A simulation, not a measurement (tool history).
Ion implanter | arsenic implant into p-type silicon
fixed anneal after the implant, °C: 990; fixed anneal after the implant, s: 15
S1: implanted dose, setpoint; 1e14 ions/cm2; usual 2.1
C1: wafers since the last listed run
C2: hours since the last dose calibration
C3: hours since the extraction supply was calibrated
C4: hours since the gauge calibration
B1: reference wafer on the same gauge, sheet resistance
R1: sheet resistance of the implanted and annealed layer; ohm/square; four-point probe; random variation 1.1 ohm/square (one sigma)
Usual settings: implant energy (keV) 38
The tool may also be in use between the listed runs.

run 1 hour=0 | S1=1.76 implant_energy_(keV)=38 | C1=0 C2=306.5 C3=5349.9 C4=291.2 | B1=308.3 | R1=389.53
run 2 hour=15.8 | S1=1.76 implant_energy_(keV)=38 | C1=458 C2=322.3 C3=5365.7 C4=307 | B1=308.25 | R1=386.41
run 3 hour=41.5 | S1=1.76 implant_energy_(keV)=38 | C1=745 C2=348 C3=5391.4 C4=332.7 | B1=308.69 | R1=387.53
run 4 hour=74.1 | S1=2.3 implant_energy_(keV)=46 | C1=945 C2=380.6 C3=5424 C4=365.3 | B1=309.42 | R1=313.02
run 5 hour=98.3 | S1=2.3 implant_energy_(keV)=46 | C1=701 C2=404.8 C3=5448.2 C4=389.5 | B1=309.26 | R1=310.82
run 6 hour=118.7 | S1=2.25 implant_energy_(keV)=28 | C1=591 C2=425.2 C3=5468.6 C4=409.9 | B1=309.01 | R1=344.31
run 7 hour=133.2 | S1=2.25 implant_energy_(keV)=28 | C1=420 C2=439.7 C3=5483.1 C4=424.4 | B1=309.43 | R1=343.08
run 8 hour=167.7 | S1=2.1 implant_energy_(keV)=38 | C1=1000 C2=474.2 C3=5517.6 C4=458.9 | B1=310.16 | R1=343.9
run 9 hour=187.5 | S1=2.1 implant_energy_(keV)=38 | C1=574 C2=494 C3=5537.4 C4=478.7 | B1=310.46 | R1=343.74
-- hour=242.4 Faraday cup replaced and dose calibrated
run 10 hour=256.9 | S1=2.1 implant_energy_(keV)=38 | C1=1780 C2=14.5 C3=5606.8 C4=548.1 | B1=311.34 | R1=346.89
run 11 hour=270.5 | S1=2.1 implant_energy_(keV)=38 | C1=394 C2=28.1 C3=5620.4 C4=561.7 | B1=311.41 | R1=345.99
run 12 hour=296.7 | S1=2.1 implant_energy_(keV)=38 | C1=759 C2=54.3 C3=5646.6 C4=587.9 | B1=312.14 | R1=346.65
run 13 hour=317.9 | S1=2.1 implant_energy_(keV)=38 | C1=614 C2=75.5 C3=5667.8 C4=609.1 | B1=312.13 | R1=348.2
run 14 hour=346.5 | S1=2.1 implant_energy_(keV)=38 | C1=829 C2=104.1 C3=5696.4 C4=637.7 | B1=313.22 | R1=345.49
run 15 hour=374.7 | S1=2.1 implant_energy_(keV)=38 | C1=817 C2=132.3 C3=5724.6 C4=665.9 | B1=313.45 | R1=350.24
run 16 hour=410.5 | S1=1.55 implant_energy_(keV)=38 | C1=1038 C2=168.1 C3=5760.4 C4=701.7 | B1=314.34 | R1=432.67
run 17 hour=434.1 | S1=2.1 implant_energy_(keV)=38 | C1=684 C2=191.7 C3=5784 C4=725.3 | B1=315.39 | R1=347.99
run 18 hour=466 | S1=2.61 implant_energy_(keV)=38 | C1=925 C2=223.6 C3=5815.9 C4=757.2 | B1=315.42 | R1=299.87
run 19 hour=491.7 | S1=2.27 implant_energy_(keV)=28 | C1=745 C2=249.3 C3=5841.6 C4=782.9 | B1=316.55 | R1=347.56
run 20 hour=513.4 | S1=2.49 implant_energy_(keV)=46.5 | C1=629 C2=271 C3=5863.3 C4=804.6 | B1=317.13 | R1=300.39
-- hour=516.8 gauge calibrated
run 21 hour=525.9 | S1=1.56 implant_energy_(keV)=44 | C1=362 C2=283.5 C3=5875.8 C4=9.1 | B1=305.29 | R1=410.02
run 22 hour=540.5 | S1=2.71 implant_energy_(keV)=47 | C1=423 C2=298.1 C3=5890.4 C4=23.7 | B1=306.34 | R1=273.95
run 23 hour=571.3 | S1=2.1 implant_energy_(keV)=38 | C1=893 C2=328.9 C3=5921.2 C4=54.5 | B1=306.04 | R1=340.39
-- hour=600.7 extraction supply calibrated
run 24 hour=601.6 | S1=2.5 implant_energy_(keV)=41.5 | C1=646 C2=359.2 C3=0.9 C4=84.8 | B1=305.56 | R1=294.94
run 25 hour=650 | S1=2.53 implant_energy_(keV)=33 | C1=1403 C2=407.6 C3=49.3 C4=133.2 | B1=306.42 | R1=302.93
run 26 hour=672.9 | S1=1.76 implant_energy_(keV)=38 | C1=664 C2=430.5 C3=72.2 C4=156.1 | B1=306.34 | R1=385.68
run 27 hour=692.8 | S1=1.67 implant_energy_(keV)=41.5 | C1=577 C2=450.4 C3=92.1 C4=176 | B1=306.31 | R1=393.83
-- hour=722 Faraday cup replaced and dose calibrated
run 28 hour=722.5 | S1=1.65 implant_energy_(keV)=51 | C1=629 C2=0.5 C3=121.8 C4=205.7 | B1=306.13 | R1=384.99
run 29 hour=751.2 | S1=2.26 implant_energy_(keV)=38 | C1=832 C2=29.2 C3=150.5 C4=234.4 | B1=306.27 | R1=322.3
run 30 hour=780.5 | S1=2.1 implant_energy_(keV)=25.5 | C1=849 C2=58.5 C3=179.8 C4=263.7 | B1=306.31 | R1=364.85
run 31 hour=803.4 | S1=1.55 implant_energy_(keV)=38 | C1=664 C2=81.4 C3=202.7 C4=286.6 | B1=306.69 | R1=422.43

Some steps in R1 between neighbouring runs. How much of each would the tool show without its hidden state too (settings, what came in, random variation), and how much is left for the hidden state, with any gauge scatter that isn't in both results?
The hidden state here: deviation of the true dose from the Faraday cup's reading, %; deviation of the true energy from its setpoint, %; gauge reads high (%).
Run 15 -> 16: S1 2.1 -> 1.55. R1 +82.43 ohm/square: hidden state +2.97, all else +79.46.
Run 16 -> 17: S1 1.55 -> 2.1. R1 -84.68 ohm/square: hidden state -1.7, all else -82.98.
Run 18 -> 19: S1 2.61 -> 2.27, implant energy (keV) 38 -> 28. R1 +47.69 ohm/square: hidden state +2.06, all else +45.63.
Run 20 -> 21: S1 2.49 -> 1.56, implant energy (keV) 46.5 -> 44, gauge calibrated. R1 +109.63 ohm/square: hidden state -10.48, all else +120.11.
Run 21 -> 22: S1 1.56 -> 2.71, implant energy (keV) 44 -> 47. R1 -136.07 ohm/square: hidden state +0.15, all else -136.22.
